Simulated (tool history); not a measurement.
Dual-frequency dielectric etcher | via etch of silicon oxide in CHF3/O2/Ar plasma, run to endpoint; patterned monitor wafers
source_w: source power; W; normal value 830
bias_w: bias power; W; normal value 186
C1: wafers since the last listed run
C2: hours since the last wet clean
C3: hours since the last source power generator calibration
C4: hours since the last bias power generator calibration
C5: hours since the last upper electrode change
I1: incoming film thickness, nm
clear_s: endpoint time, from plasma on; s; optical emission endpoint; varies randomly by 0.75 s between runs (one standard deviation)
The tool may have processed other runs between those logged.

{"run": 1, "hour": 0.0, "source_w": 830, "bias_w": 208, "C1": 0, "C2": 166.5, "C3": 1546.2, "C4": 1520.7, "C5": 3682.8, "I1": 500.4, "clear_s": 221.7}
{"run": 2, "hour": 61.6, "source_w": 830, "bias_w": 208, "C1": 233, "C2": 228.1, "C3": 1607.8, "C4": 1582.3, "C5": 3744.4, "I1": 492.5, "clear_s": 218.4}
{"run": 3, "hour": 105.2, "source_w": 830, "bias_w": 186, "C1": 165, "C2": 271.7, "C3": 1651.4, "C4": 1625.9, "C5": 3788.0, "I1": 495.6, "clear_s": 225.9}
{"run": 4, "hour": 175.6, "source_w": 830, "bias_w": 186, "C1": 267, "C2": 342.1, "C3": 1721.8, "C4": 1696.3, "C5": 3858.4, "I1": 488.4, "clear_s": 224.0}
{"run": 5, "hour": 224.8, "source_w": 830, "bias_w": 186, "C1": 186, "C2": 391.3, "C3": 1771.0, "C4": 1745.5, "C5": 3907.6, "I1": 496.3, "clear_s": 227.1}
{"run": 6, "hour": 309.5, "source_w": 830, "bias_w": 186, "C1": 321, "C2": 476.0, "C3": 1855.7, "C4": 1830.2, "C5": 3992.3, "I1": 499.4, "clear_s": 229.0}
{"run": 7, "hour": 373.8, "source_w": 830, "bias_w": 186, "C1": 244, "C2": 540.3, "C3": 1920.0, "C4": 1894.5, "C5": 4056.6, "I1": 492.7, "clear_s": 226.7}
{"hour": 417.2, "done": "wet clean of the chamber"}
{"run": 8, "hour": 462.1, "source_w": 830, "bias_w": 186, "C1": 244, "C2": 44.9, "C3": 2008.3, "C4": 1982.8, "C5": 4144.9, "I1": 490.2, "clear_s": 224.0}
{"run": 9, "hour": 498.7, "source_w": 830, "bias_w": 186, "C1": 138, "C2": 81.5, "C3": 2044.9, "C4": 2019.4, "C5": 4181.5, "I1": 493.7, "clear_s": 224.3}
{"run": 10, "hour": 657.9, "source_w": 830, "bias_w": 186, "C1": 604, "C2": 240.7, "C3": 2204.1, "C4": 2178.6, "C5": 4340.7, "I1": 496.3, "clear_s": 226.1}
{"run": 11, "hour": 697.3, "source_w": 690, "bias_w": 164, "C1": 149, "C2": 280.1, "C3": 2243.5, "C4": 2218.0, "C5": 4380.1, "I1": 493.9, "clear_s": 259.5}
{"run": 12, "hour": 776.8, "source_w": 690, "bias_w": 164, "C1": 301, "C2": 359.6, "C3": 2323.0, "C4": 2297.5, "C5": 4459.6, "I1": 491.1, "clear_s": 259.3}
{"run": 13, "hour": 830.3, "source_w": 690, "bias_w": 164, "C1": 203, "C2": 413.1, "C3": 2376.5, "C4": 2351.0, "C5": 4513.1, "I1": 494.7, "clear_s": 260.3}
{"run": 14, "hour": 931.4, "source_w": 700, "bias_w": 220, "C1": 383, "C2": 514.2, "C3": 2477.6, "C4": 2452.1, "C5": 4614.2, "I1": 494.6, "clear_s": 232.9}
{"hour": 969.7, "done": "upper electrode replaced"}
{"hour": 1014.9, "done": "wet clean of the chamber"}
{"run": 15, "hour": 1015.4, "source_w": 830, "bias_w": 211, "C1": 136, "C2": 0.5, "C3": 2561.6, "C4": 2536.1, "C5": 45.7, "I1": 492.6, "clear_s": 215.4}
{"hour": 1069.8, "done": "bias power generator calibrated"}
{"run": 16, "hour": 1116.7, "source_w": 990, "bias_w": 174, "C1": 369, "C2": 101.8, "C3": 2662.9, "C4": 46.9, "C5": 147.0, "I1": 498.4, "clear_s": 206.9}
{"hour": 1123.3, "done": "source power generator calibrated"}
{"run": 17, "hour": 1154.4, "source_w": 830, "bias_w": 156, "C1": 127, "C2": 139.5, "C3": 31.1, "C4": 84.6, "C5": 184.7, "I1": 493.2, "clear_s": 239.0}
{"run": 18, "hour": 1196.5, "source_w": 830, "bias_w": 186, "C1": 159, "C2": 181.6, "C3": 73.2, "C4": 126.7, "C5": 226.8, "I1": 493.7, "clear_s": 225.9}
{"run": 19, "hour": 1302.8, "source_w": 780, "bias_w": 201, "C1": 403, "C2": 287.9, "C3": 179.5, "C4": 233.0, "C5": 333.1, "I1": 497.4, "clear_s": 228.6}
{"run": 20, "hour": 1405.9, "source_w": 940, "bias_w": 225, "C1": 391, "C2": 391.0, "C3": 282.6, "C4": 336.1, "C5": 436.2, "I1": 503.2, "clear_s": 201.5}
{"run": 21, "hour": 1458.4, "source_w": 830, "bias_w": 186, "C1": 199, "C2": 443.5, "C3": 335.1, "C4": 388.6, "C5": 488.7, "I1": 493.7, "clear_s": 227.2}
{"run": 22, "hour": 1500.6, "source_w": 1020, "bias_w": 169, "C1": 160, "C2": 485.7, "C3": 377.3, "C4": 430.8, "C5": 530.9, "I1": 494.4, "clear_s": 209.5}
{"run": 23, "hour": 1561.9, "source_w": 830, "bias_w": 146, "C1": 232, "C2": 547.0, "C3": 438.6, "C4": 492.1, "C5": 592.2, "I1": 493.3, "clear_s": 244.3}
{"run": 24, "hour": 1601.2, "source_w": 970, "bias_w": 203, "C1": 149, "C2": 586.3, "C3": 477.9, "C4": 531.4, "C5": 631.5, "I1": 490.9, "clear_s": 201.3}
{"hour": 1625.6, "done": "wet clean of the chamber"}
{"run": 25, "hour": 1649.6, "source_w": 760, "bias_w": 144, "C1": 92, "C2": 24.0, "C3": 526.3, "C4": 579.8, "C5": 679.9, "I1": 497.3, "clear_s": 259.6}
{"run": 26, "hour": 1709.3, "source_w": 730, "bias_w": 186, "C1": 226, "C2": 83.7, "C3": 586.0, "C4": 639.5, "C5": 739.6, "I1": 492.5, "clear_s": 240.8}
{"run": 27, "hour": 1790.5, "source_w": 830, "bias_w": 208, "C1": 308, "C2": 164.9, "C3": 667.2, "C4": 720.7, "C5": 820.8, "I1": 494.4, "clear_s": 216.8}

Below are 5 alternative next runs, each starting from the tool's condition after run 27. Predict each:
{"run": "A", "hour": 1791.0, "source_w": 960, "bias_w": 186, "C1": 1, "C2": 165.4, "C3": 667.7, "C4": 721.2, "C5": 821.3, "I1": 497.9, "clear_s": "?"}
{"run": "B", "hour": 1791.0, "source_w": 640, "bias_w": 145, "C1": 1, "C2": 165.4, "C3": 667.7, "C4": 721.2, "C5": 821.3, "I1": 497.9, "clear_s": "?"}
{"run": "C", "hour": 1791.0, "source_w": 930, "bias_w": 157, "C1": 1, "C2": 165.4, "C3": 667.7, "C4": 721.2, "C5": 821.3, "I1": 497.9, "clear_s": "?"}
{"run": "D", "hour": 1791.0, "source_w": 1000, "bias_w": 229, "C1": 1, "C2": 165.4, "C3": 667.7, "C4": 721.2, "C5": 821.3, "I1": 497.9, "clear_s": "?"}
{"run": "E", "hour": 1791.0, "source_w": 950, "bias_w": 213, "C1": 1, "C2": 165.4, "C3": 667.7, "C4": 721.2, "C5": 821.3, "I1": 497.9, "clear_s": "?"}

run=A clear_s=211.2
run=B clear_s=285.3
run=C clear_s=226.8
run=D clear_s=193.0
run=E clear_s=202.9
With no hidden state in the tool, these same runs would have given:
run=A clear_s=211.8
run=B clear_s=286.1
run=C clear_s=227.5
run=D clear_s=193.5
run=E clear_s=203.4
